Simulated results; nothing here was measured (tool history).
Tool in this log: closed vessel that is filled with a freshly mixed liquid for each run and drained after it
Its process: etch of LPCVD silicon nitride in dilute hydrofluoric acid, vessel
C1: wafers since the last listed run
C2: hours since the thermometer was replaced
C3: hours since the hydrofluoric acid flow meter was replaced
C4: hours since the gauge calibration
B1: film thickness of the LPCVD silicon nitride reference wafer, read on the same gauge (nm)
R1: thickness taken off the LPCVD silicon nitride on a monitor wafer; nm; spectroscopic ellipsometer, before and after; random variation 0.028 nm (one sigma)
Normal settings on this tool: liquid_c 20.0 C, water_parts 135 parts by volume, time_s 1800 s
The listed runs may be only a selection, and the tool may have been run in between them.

run 1 hour=0.0 | liquid_c=20.0 water_parts=135 time_s=1800 | C1=0 C2=1199.1 C3=1485.6 C4=218.8 | B1=119.97 | R1=5.57
run 2 hour=28.0 | liquid_c=20.0 water_parts=135 time_s=1800 | C1=1247 C2=1227.1 C3=1513.6 C4=246.8 | B1=120.02 | R1=5.58
run 3 hour=90.5 | liquid_c=20.0 water_parts=135 time_s=1800 | C1=2785 C2=1289.6 C3=1576.1 C4=309.3 | B1=120.00 | R1=5.62
run 4 hour=124.1 | liquid_c=20.0 water_parts=135 time_s=1800 | C1=1497 C2=1323.2 C3=1609.7 C4=342.9 | B1=120.01 | R1=5.57
run 5 hour=181.1 | liquid_c=20.0 water_parts=135 time_s=1800 | C1=2540 C2=1380.2 C3=1666.7 C4=399.9 | B1=120.01 | R1=5.62
run 6 hour=238.1 | liquid_c=20.0 water_parts=135 time_s=1800 | C1=2540 C2=1437.2 C3=1723.7 C4=456.9 | B1=120.02 | R1=5.56
run 7 hour=299.2 | liquid_c=20.0 water_parts=135 time_s=1800 | C1=2723 C2=1498.3 C3=1784.8 C4=518.0 | B1=120.01 | R1=5.61
-- hour=438.7 gauge calibrated
run 8 hour=495.8 | liquid_c=20.0 water_parts=135 time_s=1800 | C1=8761 C2=1694.9 C3=1981.4 C4=57.1 | B1=119.99 | R1=5.61
-- hour=557.4 thermometer replaced
run 9 hour=557.9 | liquid_c=22.0 water_parts=100 time_s=2540 | C1=2723 C2=0.5 C3=2043.5 C4=119.2 | B1=120.01 | R1=12.23
run 10 hour=605.8 | liquid_c=24.0 water_parts=135 time_s=1800 | C1=2134 C2=48.4 C3=2091.4 C4=167.1 | B1=120.01 | R1=7.39
run 11 hour=652.9 | liquid_c=22.0 water_parts=100 time_s=2540 | C1=2099 C2=95.5 C3=2138.5 C4=214.2 | B1=120.01 | R1=12.40
-- hour=658.0 hydrofluoric acid flow meter replaced
run 12 hour=704.1 | liquid_c=20.0 water_parts=170 time_s=1800 | C1=2237 C2=146.7 C3=46.1 C4=265.4 | B1=120.00 | R1=4.84
run 13 hour=732.1 | liquid_c=17.0 water_parts=180 time_s=2340 | C1=1247 C2=174.7 C3=74.1 C4=293.4 | B1=120.00 | R1=4.87
-- hour=829.5 hydrofluoric acid flow meter replaced, repeated, since the last time left the tool worse
run 14 hour=840.6 | liquid_c=17.0 water_parts=105 time_s=1800 | C1=4790 C2=283.2 C3=11.1 C4=401.9 | B1=120.01 | R1=5.47
run 15 hour=876.1 | liquid_c=20.0 water_parts=170 time_s=1800 | C1=1582 C2=318.7 C3=46.6 C4=437.4 | B1=119.99 | R1=4.23
run 16 hour=926.1 | liquid_c=20.0 water_parts=135 time_s=2830 | C1=2228 C2=368.7 C3=96.6 C4=487.4 | B1=120.00 | R1=8.30
run 17 hour=986.1 | liquid_c=20.0 water_parts=135 time_s=1800 | C1=2673 C2=428.7 C3=156.6 C4=547.4 | B1=120.00 | R1=5.34

What differs in the tool's unlogged condition from the final listed run ahead of each entry between runs to the first listed run following it?
From run 7 to run 8: gauge calibrated (hour 438.7)
  hydrofluoric acid flow above the setpoint (%): 6.82 -> 7.54
  measured value less the no-hidden-state value, R1: +0.35 -> +0.38 nm
From run 8 to run 9: thermometer replaced (hour 557.4)
  hydrofluoric acid flow above the setpoint (%): 7.54 -> 7.77
  measured value less the no-hidden-state value, R1: +0.38 -> +0.87 nm
From run 11 to run 12: hydrofluoric acid flow meter replaced (hour 658.0)
  hydrofluoric acid flow above the setpoint (%): 8.11 -> 15.1
  measured value less the no-hidden-state value, R1: +0.91 -> +0.62 nm
From run 13 to run 14: hydrofluoric acid flow meter replaced, repeated, since the last time left the tool worse (hour 829.5)
  hydrofluoric acid flow above the setpoint (%): 15.2 -> 0.484
  measured value less the no-hidden-state value, R1: +0.62 -> +0.03 nm
